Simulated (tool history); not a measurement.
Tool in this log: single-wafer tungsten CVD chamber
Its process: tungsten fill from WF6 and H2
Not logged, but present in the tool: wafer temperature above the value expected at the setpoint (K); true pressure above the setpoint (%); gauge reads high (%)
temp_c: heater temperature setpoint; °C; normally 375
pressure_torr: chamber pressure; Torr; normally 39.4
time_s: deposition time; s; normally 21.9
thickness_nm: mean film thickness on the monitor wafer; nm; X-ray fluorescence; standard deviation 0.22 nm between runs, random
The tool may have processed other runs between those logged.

run	day	temp_c	pressure_torr	time_s	wafers since the last listed run	hours since the last thermocouple change	hours since the last manometer calibration	hours since the showerhead was replaced	hours since the gauge calibration	read-back reference wafer on the same gauge, thickness_nm	thickness_nm
1	0.000	375	39.4	21.9	0	1035.4	810.9	6067.9	1526.9	44.886	45.380
2	6.812	375	39.4	21.9	6192	1198.9	974.4	6231.4	1690.4	44.865	45.530
3	8.983	375	39.4	21.9	1973	1251.0	1026.5	6283.5	1742.5	44.969	45.585
# day 9.888: thermocouple changed; heater temperature recalibrated
# day 13.100: capacitance manometer re-zeroed and calibrated
4	13.121	375	39.4	21.9	3154	77.6	0.5	6382.8	1841.8	44.915	46.993
5	16.062	375	39.4	21.9	2673	148.2	71.1	6453.4	1912.4	44.903	46.678
6	18.446	375	44.3	21.9	2166	205.4	128.3	6510.6	1969.6	44.858	48.401
7	22.100	375	39.4	21.9	3321	293.1	216.0	6598.3	2057.3	44.907	46.590
8	23.621	375	39.4	21.9	1382	329.6	252.5	6634.8	2093.8	44.828	46.188
9	25.596	375	39.4	21.9	1795	377.0	299.9	6682.2	2141.2	44.962	46.046
10	27.150	375	31.7	24.6	1412	414.3	337.2	6719.5	2178.5	44.903	47.916
11	30.817	364	39.4	24.2	3332	502.3	425.2	6807.5	2266.5	44.934	41.487
12	34.975	382	31.1	24.8	3779	602.1	525.0	6907.3	2366.3	44.814	54.216
13	37.512	375	36.7	21.9	2306	663.0	585.9	6968.2	2427.2	44.912	44.804
14	40.438	380	30.7	20.4	2658	733.2	656.1	7038.4	2497.4	44.864	43.157
15	42.429	384	39.4	21.9	1810	781.0	703.9	7086.2	2545.2	44.947	53.702
16	46.738	363	39.4	21.9	3915	884.4	807.3	7189.6	2648.6	45.004	36.666
17	50.104	375	39.4	21.9	3060	965.2	888.1	7270.4	2729.4	44.849	45.377
# day 53.621: showerhead replaced
18	54.400	375	39.4	21.9	3601	1068.3	991.2	18.7	2832.5	44.870	45.812
# day 56.933: thermocouple changed; heater temperature recalibrated
19	57.842	375	36.7	21.9	2825	21.8	1073.8	101.3	2915.1	44.922	44.313
# day 59.521: capacitance manometer re-zeroed and calibrated
20	60.412	366	45.8	24.6	2033	83.5	21.4	163.0	2976.8	44.896	46.704
21	65.588	368	39.4	25.0	4703	207.7	145.6	287.2	3101.0	44.900	46.920
22	67.721	380	39.4	19.0	1939	258.9	196.8	338.4	3152.2	44.891	44.394
23	70.083	375	39.4	21.9	2147	315.6	253.5	395.1	3208.9	44.842	46.294
24	73.542	379	39.4	25.5	3143	398.6	336.5	478.1	3291.9	44.820	57.922
25	75.762	375	39.4	19.2	2018	451.9	389.8	531.4	3345.2	44.878	40.255
# day 75.938: gauge calibrated
26	80.133	375	39.4	21.9	3972	556.8	494.7	636.3	100.7	44.907	45.885
27	82.583	370	39.4	21.9	2226	615.6	553.5	695.1	159.5	44.810	41.881
28	85.175	375	39.4	21.9	2355	677.8	615.7	757.3	221.7	44.894	45.777
29	89.088	383	48.8	19.0	3556	771.7	709.6	851.2	315.6	44.882	49.236
30	93.438	360	39.4	23.2	3953	876.1	814.0	955.6	420.0	44.919	36.777
31	95.050	369	35.2	21.9	1465	914.8	852.7	994.3	458.7	44.938	38.948
32	98.754	384	36.6	18.5	3366	1003.7	941.6	1083.2	547.6	44.887	44.160
33	102.638	371	46.8	20.2	3529	1096.9	1034.8	1176.4	640.8	44.898	41.788
# day 104.729: capacitance manometer re-zeroed and calibrated
# day 105.879: thermocouple changed; heater temperature recalibrated
34	106.221	386	48.5	20.7	2651	8.2	35.8	1262.4	726.8	44.955	58.356

Give the tool's hidden conditions for every run:
wafer temperature above the value expected at the setpoint (K): 0 across all the runs
gauge reads high (%): 0 across all the runs
H1: true pressure above the setpoint (%)
run	H1
1	-8.4
2	-8.78
3	-8.87
4	-0.398
5	-1.76
6	-2.69
7	-3.89
8	-4.32
9	-4.82
10	-5.18
11	-5.89
12	-6.53
13	-6.85
14	-7.17
15	-7.35
16	-7.68
17	-7.89
18	-8.1
19	-8.23
20	-0.413
21	-2.54
22	-3.24
23	-3.92
24	-4.76
25	-5.21
26	-5.94
27	-6.28
28	-6.58
29	-6.96
30	-7.29
31	-7.39
32	-7.59
33	-7.76
34	-1.27
